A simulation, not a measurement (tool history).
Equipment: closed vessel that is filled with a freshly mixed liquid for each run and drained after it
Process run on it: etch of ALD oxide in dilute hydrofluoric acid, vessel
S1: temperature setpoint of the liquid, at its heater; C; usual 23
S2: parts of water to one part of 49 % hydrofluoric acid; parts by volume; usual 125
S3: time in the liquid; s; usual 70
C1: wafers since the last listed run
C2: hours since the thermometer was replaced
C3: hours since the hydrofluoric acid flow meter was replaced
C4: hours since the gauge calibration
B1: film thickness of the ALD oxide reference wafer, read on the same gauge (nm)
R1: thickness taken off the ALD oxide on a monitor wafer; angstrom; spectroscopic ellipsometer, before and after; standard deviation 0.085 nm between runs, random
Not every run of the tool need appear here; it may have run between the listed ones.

run 1 hour=0 | S1=23 S2=125 S3=70 | C1=0 C2=1011.1 C3=313.6 C4=1318 | B1=60.01 | R1=113.7
run 2 hour=38.9 | S1=23 S2=125 S3=80 | C1=3565 C2=1050 C3=352.5 C4=1356.9 | B1=60.01 | R1=130.5
run 3 hour=110.3 | S1=23 S2=125 S3=80 | C1=6545 C2=1121.4 C3=423.9 C4=1428.3 | B1=59.99 | R1=129.8
run 4 hour=135.2 | S1=20.5 S2=125 S3=70 | C1=2282 C2=1146.3 C3=448.8 C4=1453.2 | B1=60.02 | R1=101.4
run 5 hour=167.7 | S1=23 S2=125 S3=70 | C1=2979 C2=1178.8 C3=481.3 C4=1485.7 | B1=60 | R1=112.3
run 6 hour=218.2 | S1=23 S2=125 S3=70 | C1=4629 C2=1229.3 C3=531.8 C4=1536.2 | B1=60.02 | R1=111.2
run 7 hour=288.6 | S1=23 S2=170 S3=70 | C1=6453 C2=1299.7 C3=602.2 C4=1606.6 | B1=59.99 | R1=77.1
run 8 hour=315.8 | S1=23 S2=125 S3=95 | C1=2493 C2=1326.9 C3=629.4 C4=1633.8 | B1=59.99 | R1=150.5
run 9 hour=366.7 | S1=23 S2=125 S3=70 | C1=4665 C2=1377.8 C3=680.3 C4=1684.7 | B1=60 | R1=111.8
run 10 hour=421.5 | S1=23 S2=125 S3=70 | C1=5023 C2=1432.6 C3=735.1 C4=1739.5 | B1=59.99 | R1=112.2
run 11 hour=474.5 | S1=24 S2=125 S3=70 | C1=4858 C2=1485.6 C3=788.1 C4=1792.5 | B1=60.02 | R1=114.5
run 12 hour=506.5 | S1=24 S2=125 S3=70 | C1=2933 C2=1517.6 C3=820.1 C4=1824.5 | B1=60 | R1=116.5
run 13 hour=577.6 | S1=24 S2=125 S3=70 | C1=6517 C2=1588.7 C3=891.2 C4=1895.6 | B1=60.02 | R1=114.3
run 14 hour=633.5 | S1=23 S2=125 S3=50 | C1=5124 C2=1644.6 C3=947.1 C4=1951.5 | B1=60 | R1=78.2
run 15 hour=687.2 | S1=23 S2=125 S3=50 | C1=4922 C2=1698.3 C3=1000.8 C4=2005.2 | B1=60 | R1=78.4
run 16 hour=725.6 | S1=27.5 S2=70 S3=95 | C1=3520 C2=1736.7 C3=1039.2 C4=2043.6 | B1=60 | R1=336.1
run 17 hour=776 | S1=23 S2=125 S3=70 | C1=4620 C2=1787.1 C3=1089.6 C4=2094 | B1=60 | R1=107.4
-- hour=806.1 thermometer replaced
run 18 hour=830.4 | S1=21 S2=125 S3=110 | C1=4895 C2=24.3 C3=1144 C4=2148.4 | B1=59.99 | R1=156.7
-- hour=861.8 gauge calibrated
run 19 hour=868.6 | S1=23 S2=65 S3=60 | C1=3501 C2=62.5 C3=1182.2 C4=6.8 | B1=60 | R1=192.5
run 20 hour=908.3 | S1=26.5 S2=125 S3=95 | C1=3639 C2=102.2 C3=1221.9 C4=46.5 | B1=60.03 | R1=169.3
run 21 hour=972.2 | S1=23 S2=125 S3=85 | C1=5857 C2=166.1 C3=1285.8 C4=110.4 | B1=59.99 | R1=131.6
run 22 hour=1009.9 | S1=21 S2=185 S3=35 | C1=3455 C2=203.8 C3=1323.5 C4=148.1 | B1=60.01 | R1=31.2
run 23 hour=1038.8 | S1=23 S2=65 S3=90 | C1=2649 C2=232.7 C3=1352.4 C4=177 | B1=60 | R1=288.5
run 24 hour=1126 | S1=20.5 S2=145 S3=100 | C1=7993 C2=319.9 C3=1439.6 C4=264.2 | B1=59.99 | R1=115.5
run 25 hour=1186.6 | S1=23 S2=125 S3=70 | C1=5555 C2=380.5 C3=1500.2 C4=324.8 | B1=60 | R1=106
run 26 hour=1215.5 | S1=23 S2=125 S3=70 | C1=2649 C2=409.4 C3=1529.1 C4=353.7 | B1=60.01 | R1=106.2
run 27 hour=1268 | S1=23 S2=125 S3=70 | C1=4812 C2=461.9 C3=1581.6 C4=406.2 | B1=60 | R1=106.1
-- hour=1272.8 hydrofluoric acid flow meter replaced
run 28 hour=1468.4 | S1=23 S2=125 S3=70 | C1=18278 C2=662.3 C3=195.6 C4=606.6 | B1=60.01 | R1=116.5
run 29 hour=1495.2 | S1=24.5 S2=155 S3=55 | C1=2456 C2=689.1 C3=222.4 C4=633.4 | B1=59.99 | R1=74.1
run 30 hour=1546.6 | S1=23 S2=125 S3=70 | C1=4711 C2=740.5 C3=273.8 C4=684.8 | B1=60.03 | R1=114.8
run 31 hour=1581.6 | S1=19.5 S2=125 S3=95 | C1=3208 C2=775.5 C3=308.8 C4=719.8 | B1=60.01 | R1=133.3
run 32 hour=1649.9 | S1=23 S2=165 S3=70 | C1=6260 C2=843.8 C3=377.1 C4=788.1 | B1=60.01 | R1=83.1
run 33 hour=1720.3 | S1=28 S2=125 S3=100 | C1=6453 C2=914.2 C3=447.5 C4=858.5 | B1=59.98 | R1=195.1
run 34 hour=1786.2 | S1=24.5 S2=155 S3=55 | C1=6040 C2=980.1 C3=513.4 C4=924.4 | B1=60 | R1=73.1
run 35 hour=1834.9 | S1=23 S2=125 S3=70 | C1=4464 C2=1028.8 C3=562.1 C4=973.1 | B1=60.02 | R1=113.7

Describe how what the log doesn't record of the tool's condition differs between the last listed run preceding each entry between runs and the first listed run following it.
After run 17, before run 18: thermometer replaced (hour 806.1)
  hydrofluoric acid flow below the setpoint (%): 5.71 -> 5.97
  difference, measured minus the result without the unlogged condition, R1: -7.5 -> -11.4 angstrom
After run 18, before run 19: gauge calibrated (hour 861.8)
  hydrofluoric acid flow below the setpoint (%): 5.97 -> 6.15
  difference, measured minus the result without the unlogged condition, R1: -11.4 -> -13.8 angstrom
After run 27, before run 28: hydrofluoric acid flow meter replaced (hour 1272.8)
  hydrofluoric acid flow below the setpoint (%): 8.07 -> 1.11
  difference, measured minus the result without the unlogged condition, R1: -10.8 -> -1.5 angstrom
